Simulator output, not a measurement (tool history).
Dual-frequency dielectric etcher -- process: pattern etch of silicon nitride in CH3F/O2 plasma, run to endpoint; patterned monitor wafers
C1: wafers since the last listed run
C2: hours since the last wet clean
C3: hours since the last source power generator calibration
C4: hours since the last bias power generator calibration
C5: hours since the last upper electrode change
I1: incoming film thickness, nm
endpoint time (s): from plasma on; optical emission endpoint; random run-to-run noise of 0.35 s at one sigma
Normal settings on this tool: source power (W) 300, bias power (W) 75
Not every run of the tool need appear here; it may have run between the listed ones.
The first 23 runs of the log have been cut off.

At hour 1494: wet clean of the chamber.
At hour 1503.7: bias power generator calibrated.
Run 24, hour 1519.2: usual settings; C1 174; C2 25.2; C3 630.8; C4 15.5; C5 709.5; I1 73.8. Result: endpoint time (s) 91.4.
Run 25, hour 1591.9: usual settings but source power (W) 360, bias power (W) 84; C1 441; C2 97.9; C3 703.5; C4 88.2; C5 782.2; I1 73.3. Result: endpoint time (s) 81.8.
Run 26, hour 1693.6: usual settings but source power (W) 230; C1 616; C2 199.6; C3 805.2; C4 189.9; C5 883.9; I1 74.2. Result: endpoint time (s) 102.
Run 27, hour 1758.1: usual settings but bias power (W) 92; C1 391; C2 264.1; C3 869.7; C4 254.4; C5 948.4; I1 73.9. Result: endpoint time (s) 85.9.
Run 28, hour 1799.1: usual settings; C1 248; C2 305.1; C3 910.7; C4 295.4; C5 989.4; I1 73.4. Result: endpoint time (s) 91.9.
Run 29, hour 1880.9: usual settings but source power (W) 240, bias power (W) 81; C1 496; C2 386.9; C3 992.5; C4 377.2; C5 1071.2; I1 73.9. Result: endpoint time (s) 98.4.
Run 30, hour 1930.6: usual settings but source power (W) 360, bias power (W) 61; C1 301; C2 436.6; C3 1042.2; C4 426.9; C5 1120.9; I1 73.9. Result: endpoint time (s) 94.5.
Run 31, hour 2019.2: usual settings; C1 537; C2 525.2; C3 1130.8; C4 515.5; C5 1209.5; I1 73.9. Result: endpoint time (s) 94.4.
Run 32, hour 2060.4: usual settings; C1 249; C2 566.4; C3 1172; C4 556.7; C5 1250.7; I1 74.1. Result: endpoint time (s) 95.
Run 33, hour 2120: usual settings but source power (W) 270, bias power (W) 58; C1 361; C2 626; C3 1231.6; C4 616.3; C5 1310.3; I1 73.8. Result: endpoint time (s) 108.1.
Run 34, hour 2159.6: usual settings but source power (W) 340; C1 240; C2 665.6; C3 1271.2; C4 655.9; C5 1349.9; I1 74.7. Result: endpoint time (s) 91.1.

Branching from run 34: 5 alternative next runs. What would each branch give?
Run A, hour 2160.1: usual settings; C1 3; C2 666.1; C3 1271.7; C4 656.4; C5 1350.4; I1 74.2. Result: endpoint time (s) ?.
Run B, hour 2160.1: usual settings but source power (W) 380, bias power (W) 60; C1 3; C2 666.1; C3 1271.7; C4 656.4; C5 1350.4; I1 74.2. Result: endpoint time (s) ?.
Run C, hour 2160.1: usual settings but source power (W) 260, bias power (W) 60; C1 3; C2 666.1; C3 1271.7; C4 656.4; C5 1350.4; I1 74.2. Result: endpoint time (s) ?.
Run D, hour 2160.1: usual settings but source power (W) 320, bias power (W) 67; C1 3; C2 666.1; C3 1271.7; C4 656.4; C5 1350.4; I1 74.2. Result: endpoint time (s) ?.
Run E, hour 2160.1: usual settings but source power (W) 340, bias power (W) 60; C1 3; C2 666.1; C3 1271.7; C4 656.4; C5 1350.4; I1 74.2. Result: endpoint time (s) ?.

run  endpoint time (s)
  A               94.6
  B               94.4
  C              108.3
  D               96.5
  E               98.3
Take away the tool's hidden state, keep each run's random variation, and the runs would have read:
run  endpoint time (s)
  A               91.8
  B               91.6
  C              105.2
  D               93.6
  E               95.4

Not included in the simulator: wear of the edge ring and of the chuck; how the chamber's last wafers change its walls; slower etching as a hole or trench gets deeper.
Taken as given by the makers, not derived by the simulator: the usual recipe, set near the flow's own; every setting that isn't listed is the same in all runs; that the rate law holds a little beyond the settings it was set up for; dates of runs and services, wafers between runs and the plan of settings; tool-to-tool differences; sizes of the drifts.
